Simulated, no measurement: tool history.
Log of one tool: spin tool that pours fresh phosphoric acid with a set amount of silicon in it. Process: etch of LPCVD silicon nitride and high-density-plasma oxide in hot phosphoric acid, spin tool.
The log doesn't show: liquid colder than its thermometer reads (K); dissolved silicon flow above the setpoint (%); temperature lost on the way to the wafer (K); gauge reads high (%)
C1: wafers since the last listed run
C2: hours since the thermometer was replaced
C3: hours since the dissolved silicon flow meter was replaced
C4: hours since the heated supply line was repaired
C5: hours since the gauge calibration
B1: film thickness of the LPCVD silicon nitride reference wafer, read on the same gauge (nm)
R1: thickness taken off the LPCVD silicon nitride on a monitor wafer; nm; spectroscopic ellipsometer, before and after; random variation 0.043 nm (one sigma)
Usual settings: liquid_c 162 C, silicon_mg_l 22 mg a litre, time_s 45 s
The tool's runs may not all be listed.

{"run": 1, "day": 0.0, "liquid_c": 163.5, "silicon_mg_l": 12.5, "time_s": 45, "C1": 0, "C2": 1123.9, "C3": 588.7, "C4": 404, "C5": 2646, "B1": 90.005, "R1": 4.611}
{"day": 1.021, "done": "heated supply line repaired, repeated, since the last time left the tool worse"}
{"run": 2, "day": 2.267, "liquid_c": 161, "silicon_mg_l": 37.5, "time_s": 55, "C1": 707, "C2": 1178.3, "C3": 643.1, "C4": 29.9, "C5": 2700.4, "B1": 89.978, "R1": 5.726}
{"run": 3, "day": 4.921, "liquid_c": 162, "silicon_mg_l": 11.5, "time_s": 65, "C1": 843, "C2": 1242, "C3": 706.8, "C4": 93.6, "C5": 2764.1, "B1": 89.97, "R1": 7.044}
{"run": 4, "day": 6.275, "liquid_c": 161, "silicon_mg_l": 15, "time_s": 45, "C1": 430, "C2": 1274.5, "C3": 739.3, "C4": 126.1, "C5": 2796.6, "B1": 90.024, "R1": 4.654}
{"run": 5, "day": 7.621, "liquid_c": 161, "silicon_mg_l": 22, "time_s": 45, "C1": 427, "C2": 1306.8, "C3": 771.6, "C4": 158.4, "C5": 2828.9, "B1": 89.989, "R1": 4.663}
{"run": 6, "day": 9.6, "liquid_c": 161, "silicon_mg_l": 30, "time_s": 20, "C1": 629, "C2": 1354.3, "C3": 819.1, "C4": 205.9, "C5": 2876.4, "B1": 90.013, "R1": 2.062}
{"run": 7, "day": 10.846, "liquid_c": 162, "silicon_mg_l": 9.5, "time_s": 30, "C1": 395, "C2": 1384.2, "C3": 849, "C4": 235.8, "C5": 2906.3, "B1": 89.982, "R1": 3.207}
{"run": 8, "day": 17.1, "liquid_c": 162, "silicon_mg_l": 22, "time_s": 45, "C1": 1987, "C2": 1534.3, "C3": 999.1, "C4": 385.9, "C5": 3056.4, "B1": 90, "R1": 4.728}
{"day": 18.092, "done": "thermometer replaced"}
{"run": 9, "day": 18.529, "liquid_c": 162, "silicon_mg_l": 22, "time_s": 45, "C1": 440, "C2": 10.5, "C3": 1033.4, "C4": 420.2, "C5": 3090.7, "B1": 90.016, "R1": 4.755}
{"day": 18.983, "done": "gauge calibrated"}
{"run": 10, "day": 21.488, "liquid_c": 163.5, "silicon_mg_l": 22, "time_s": 45, "C1": 940, "C2": 81.5, "C3": 1104.4, "C4": 491.2, "C5": 60.1, "B1": 89.992, "R1": 4.931}
{"run": 11, "day": 23.504, "liquid_c": 162, "silicon_mg_l": 22, "time_s": 60, "C1": 640, "C2": 129.9, "C3": 1152.8, "C4": 539.6, "C5": 108.5, "B1": 89.997, "R1": 6.278}
{"run": 12, "day": 24.588, "liquid_c": 163, "silicon_mg_l": 9.5, "time_s": 45, "C1": 344, "C2": 155.9, "C3": 1178.8, "C4": 565.6, "C5": 134.5, "B1": 89.995, "R1": 4.871}
{"run": 13, "day": 26.1, "liquid_c": 164, "silicon_mg_l": 22, "time_s": 45, "C1": 480, "C2": 192.2, "C3": 1215.1, "C4": 601.9, "C5": 170.8, "B1": 89.985, "R1": 5.043}
{"run": 14, "day": 29.062, "liquid_c": 164.5, "silicon_mg_l": 22, "time_s": 45, "C1": 941, "C2": 263.3, "C3": 1286.2, "C4": 673, "C5": 241.9, "B1": 89.979, "R1": 5.118}
{"run": 15, "day": 31.621, "liquid_c": 160.5, "silicon_mg_l": 9.5, "time_s": 60, "C1": 813, "C2": 324.7, "C3": 1347.6, "C4": 734.4, "C5": 303.3, "B1": 90.005, "R1": 5.887}
{"run": 16, "day": 32.754, "liquid_c": 163, "silicon_mg_l": 22, "time_s": 55, "C1": 360, "C2": 351.9, "C3": 1374.8, "C4": 761.6, "C5": 330.5, "B1": 89.993, "R1": 5.91}
{"run": 17, "day": 34.262, "liquid_c": 162, "silicon_mg_l": 22, "time_s": 45, "C1": 479, "C2": 388.1, "C3": 1411, "C4": 797.8, "C5": 366.7, "B1": 89.968, "R1": 4.695}
{"run": 18, "day": 37.079, "liquid_c": 161, "silicon_mg_l": 39, "time_s": 60, "C1": 895, "C2": 455.7, "C3": 1478.6, "C4": 865.4, "C5": 434.3, "B1": 90.008, "R1": 6.109}
{"run": 19, "day": 38.162, "liquid_c": 159, "silicon_mg_l": 6.5, "time_s": 45, "C1": 344, "C2": 481.7, "C3": 1504.6, "C4": 891.4, "C5": 460.3, "B1": 89.964, "R1": 4.209}
{"run": 20, "day": 39.408, "liquid_c": 159, "silicon_mg_l": 22, "time_s": 45, "C1": 395, "C2": 511.6, "C3": 1534.5, "C4": 921.3, "C5": 490.2, "B1": 90.025, "R1": 4.201}
{"run": 21, "day": 40.429, "liquid_c": 163.5, "silicon_mg_l": 12.5, "time_s": 45, "C1": 324, "C2": 536.1, "C3": 1559, "C4": 945.8, "C5": 514.7, "B1": 89.994, "R1": 4.934}
{"run": 22, "day": 42.438, "liquid_c": 159, "silicon_mg_l": 22, "time_s": 20, "C1": 638, "C2": 584.3, "C3": 1607.2, "C4": 994, "C5": 562.9, "B1": 89.994, "R1": 1.857}

Forecast each of these 3 alternatives for the next run:
{"run": "A", "day": 42.454, "liquid_c": 162, "silicon_mg_l": 22, "time_s": 45, "C1": 5, "C2": 584.7, "C3": 1607.6, "C4": 994.4, "C5": 563.3, "B1": "?", "R1": "?"}
{"run": "B", "day": 42.454, "liquid_c": 162, "silicon_mg_l": 16, "time_s": 45, "C1": 5, "C2": 584.7, "C3": 1607.6, "C4": 994.4, "C5": 563.3, "B1": "?", "R1": "?"}
{"run": "C", "day": 42.454, "liquid_c": 160.5, "silicon_mg_l": 22, "time_s": 25, "C1": 5, "C2": 584.7, "C3": 1607.6, "C4": 994.4, "C5": 563.3, "B1": "?", "R1": "?"}

run=A B1=90.028 R1=4.623
run=B B1=90.028 R1=4.623
run=C B1=90.028 R1=2.442
Without the tool's hidden state the same runs would have given:
run=A R1=4.824
run=B R1=4.824
run=C R1=2.549

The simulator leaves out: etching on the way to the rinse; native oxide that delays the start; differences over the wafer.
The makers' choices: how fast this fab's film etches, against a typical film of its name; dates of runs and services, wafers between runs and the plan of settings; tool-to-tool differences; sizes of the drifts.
